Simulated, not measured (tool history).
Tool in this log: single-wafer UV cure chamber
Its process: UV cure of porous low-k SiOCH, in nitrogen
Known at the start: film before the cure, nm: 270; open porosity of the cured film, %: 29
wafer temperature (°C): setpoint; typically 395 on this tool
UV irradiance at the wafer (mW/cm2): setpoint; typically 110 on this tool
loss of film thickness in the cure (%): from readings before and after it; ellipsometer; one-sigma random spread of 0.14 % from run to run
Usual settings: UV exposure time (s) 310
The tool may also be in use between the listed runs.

| run | hour | wafer temperature (°C) | UV exposure time (s) | UV irradiance at the wafer (mW/cm2) | loss of film thickness in the cure (%) |
|---|---|---|---|---|---|
| 1 | 0 | 395 | 310 | 110 | 17.21 |
| 2 | 18 | 395 | 310 | 83 | 15.361 |
| 3 | 28 | 395 | 310 | 110 | 17.235 |
| 4 | 34.4 | 395 | 310 | 110 | 16.925 |
| 5 | 49.8 | 395 | 310 | 110 | 17.064 |
| 6 | 66.6 | 385 | 310 | 136 | 17.988 |
| 7 | 82.1 | 410 | 310 | 99 | 16.617 |
| 8 | 96.5 | 410 | 310 | 99 | 16.465 |
| 9 | 112.5 | 410 | 310 | 99 | 16.567 |
| 10 | 118.6 | 395 | 310 | 110 | 16.681 |
| 11 | 130.7 | 395 | 310 | 110 | 16.535 |
| 12 | 141.9 | 395 | 310 | 110 | 16.655 |
|  | 152.6 | UV bulbs replaced |
| 13 | 192.9 | 395 | 310 | 110 | 16.473 |
| 14 | 208 | 395 | 310 | 110 | 16.201 |
| 15 | 223.5 | 395 | 310 | 110 | 16.654 |
|  | 231.6 | quartz window cleaned |
| 16 | 233.3 | 395 | 310 | 136 | 18.288 |
| 17 | 256.3 | 395 | 310 | 110 | 17.321 |
| 18 | 273.8 | 412 | 440 | 142 | 21.346 |
| 19 | 281 | 381 | 310 | 140 | 18.143 |
| 20 | 295.7 | 411 | 310 | 133 | 18.592 |
| 21 | 303.6 | 395 | 195 | 110 | 14.615 |
| 22 | 338.9 | 395 | 310 | 110 | 17.155 |
| 23 | 348.7 | 411 | 480 | 143 | 21.452 |
| 24 | 355.5 | 395 | 310 | 110 | 16.972 |
| 25 | 364.4 | 395 | 145 | 110 | 12.925 |
| 26 | 378.8 | 395 | 310 | 110 | 17.092 |
| 27 | 394.6 | 395 | 310 | 147 | 18.858 |
| 28 | 406.6 | 412 | 430 | 149 | 21.134 |

Run-by-run hidden state of the tool:
lamp output below its setpoint, %: 0 across all the runs
H1: transmission lost against a clean window, %
| run | H1 |
|---|---|
| 1 | 3.3 |
| 2 | 3.9 |
| 3 | 4.26 |
| 4 | 4.5 |
| 5 | 5.11 |
| 6 | 5.82 |
| 7 | 6.53 |
| 8 | 7.24 |
| 9 | 8.06 |
| 10 | 8.39 |
| 11 | 9.06 |
| 12 | 9.71 |
| 13 | 13 |
| 14 | 14 |
| 15 | 15.2 |
| 16 | 1.55 |
| 17 | 1.61 |
| 18 | 1.72 |
| 19 | 1.79 |
| 20 | 1.95 |
| 21 | 2.05 |
| 22 | 2.66 |
| 23 | 2.88 |
| 24 | 3.04 |
| 25 | 3.26 |
| 26 | 3.65 |
| 27 | 4.12 |
| 28 | 4.51 |

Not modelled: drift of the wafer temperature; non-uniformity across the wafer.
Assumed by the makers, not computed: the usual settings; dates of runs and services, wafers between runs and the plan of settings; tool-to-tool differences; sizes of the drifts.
